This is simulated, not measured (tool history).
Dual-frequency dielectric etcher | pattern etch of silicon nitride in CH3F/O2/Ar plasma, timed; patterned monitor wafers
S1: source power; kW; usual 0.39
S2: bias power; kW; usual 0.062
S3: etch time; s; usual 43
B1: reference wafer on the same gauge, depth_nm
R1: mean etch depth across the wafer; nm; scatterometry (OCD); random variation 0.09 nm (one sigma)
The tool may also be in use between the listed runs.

{"run": 1, "hour": 0.0, "S1": 0.39, "S2": 0.057, "S3": 43, "B1": 24.8, "R1": 29.59}
{"hour": 30.2, "done": "wet clean of the chamber"}
{"run": 2, "hour": 30.7, "S1": 0.39, "S2": 0.066, "S3": 52.5, "B1": 24.8, "R1": 36.83}
{"run": 3, "hour": 31.0, "S1": 0.39, "S2": 0.062, "S3": 51.5, "B1": 24.81, "R1": 35.59}
{"run": 4, "hour": 31.3, "S1": 0.39, "S2": 0.062, "S3": 51.5, "B1": 24.78, "R1": 35.87}
{"run": 5, "hour": 41.8, "S1": 0.39, "S2": 0.062, "S3": 51.5, "B1": 24.81, "R1": 35.68}
{"run": 6, "hour": 51.4, "S1": 0.39, "S2": 0.062, "S3": 43, "B1": 24.8, "R1": 29.85}
{"hour": 64.1, "done": "bias power generator calibrated"}
{"run": 7, "hour": 64.6, "S1": 0.39, "S2": 0.056, "S3": 35, "B1": 24.8, "R1": 23.72}
{"run": 8, "hour": 68.5, "S1": 0.39, "S2": 0.056, "S3": 35, "B1": 24.8, "R1": 23.68}
{"run": 9, "hour": 80.9, "S1": 0.39, "S2": 0.062, "S3": 43, "B1": 24.79, "R1": 29.91}
{"run": 10, "hour": 95.7, "S1": 0.39, "S2": 0.062, "S3": 43, "B1": 24.79, "R1": 29.9}
{"hour": 101.4, "done": "source power generator calibrated"}
{"run": 11, "hour": 108.6, "S1": 0.39, "S2": 0.062, "S3": 43, "B1": 24.81, "R1": 29.9}
{"run": 12, "hour": 124.7, "S1": 0.39, "S2": 0.062, "S3": 43, "B1": 24.81, "R1": 29.94}
{"hour": 162.8, "done": "upper electrode replaced"}
{"run": 13, "hour": 163.3, "S1": 0.39, "S2": 0.062, "S3": 43, "B1": 24.8, "R1": 29.89}
{"run": 14, "hour": 163.7, "S1": 0.33, "S2": 0.068, "S3": 43, "B1": 24.8, "R1": 27.48}
{"hour": 189.1, "done": "gauge calibrated"}
{"run": 15, "hour": 195.3, "S1": 0.39, "S2": 0.062, "S3": 53.5, "B1": 24.8, "R1": 37.27}
{"run": 16, "hour": 202.7, "S1": 0.39, "S2": 0.062, "S3": 36, "B1": 24.79, "R1": 25.08}
{"run": 17, "hour": 212.0, "S1": 0.39, "S2": 0.062, "S3": 43, "B1": 24.81, "R1": 30.07}
{"run": 18, "hour": 229.7, "S1": 0.35, "S2": 0.062, "S3": 43, "B1": 24.8, "R1": 28.04}
{"run": 19, "hour": 241.3, "S1": 0.39, "S2": 0.062, "S3": 43, "B1": 24.8, "R1": 29.89}
{"run": 20, "hour": 257.0, "S1": 0.48, "S2": 0.053, "S3": 54.5, "B1": 24.78, "R1": 41.5}
{"run": 21, "hour": 270.6, "S1": 0.33, "S2": 0.075, "S3": 52.5, "B1": 24.81, "R1": 34.74}
{"run": 22, "hour": 278.8, "S1": 0.39, "S2": 0.071, "S3": 33.5, "B1": 24.8, "R1": 24.14}
{"run": 23, "hour": 292.5, "S1": 0.39, "S2": 0.062, "S3": 43, "B1": 24.8, "R1": 30.05}
{"run": 24, "hour": 304.9, "S1": 0.33, "S2": 0.075, "S3": 52.5, "B1": 24.79, "R1": 34.62}
{"run": 25, "hour": 321.5, "S1": 0.46, "S2": 0.046, "S3": 51.5, "B1": 24.81, "R1": 37.05}
{"run": 26, "hour": 327.7, "S1": 0.48, "S2": 0.062, "S3": 52.5, "B1": 24.79, "R1": 41.56}
{"run": 27, "hour": 345.3, "S1": 0.42, "S2": 0.054, "S3": 43, "B1": 24.8, "R1": 30.41}
{"run": 28, "hour": 355.2, "S1": 0.29, "S2": 0.054, "S3": 49.5, "B1": 24.8, "R1": 27.43}
{"run": 29, "hour": 363.3, "S1": 0.39, "S2": 0.062, "S3": 51.5, "B1": 24.81, "R1": 35.98}

The tool's hidden state at each run:
source power that arrives over what is set, %: 0 in every run
bias power that arrives over what is set, %: 0 in every run
gauge reads high (%): 0 in every run
H1: etch rate over this chamber's usual, %
run=1 H1=1.5
run=2 H1=0.334
run=3 H1=0.335
run=4 H1=0.336
run=5 H1=0.37
run=6 H1=0.401
run=7 H1=0.444
run=8 H1=0.457
run=9 H1=0.497
run=10 H1=0.546
run=11 H1=0.588
run=12 H1=0.64
run=13 H1=0.766
run=14 H1=0.767
run=15 H1=0.87
run=16 H1=0.894
run=17 H1=0.924
run=18 H1=0.982
run=19 H1=1.02
run=20 H1=1.07
run=21 H1=1.12
run=22 H1=1.14
run=23 H1=1.19
run=24 H1=1.23
run=25 H1=1.28
run=26 H1=1.3
run=27 H1=1.36
run=28 H1=1.39
run=29 H1=1.42
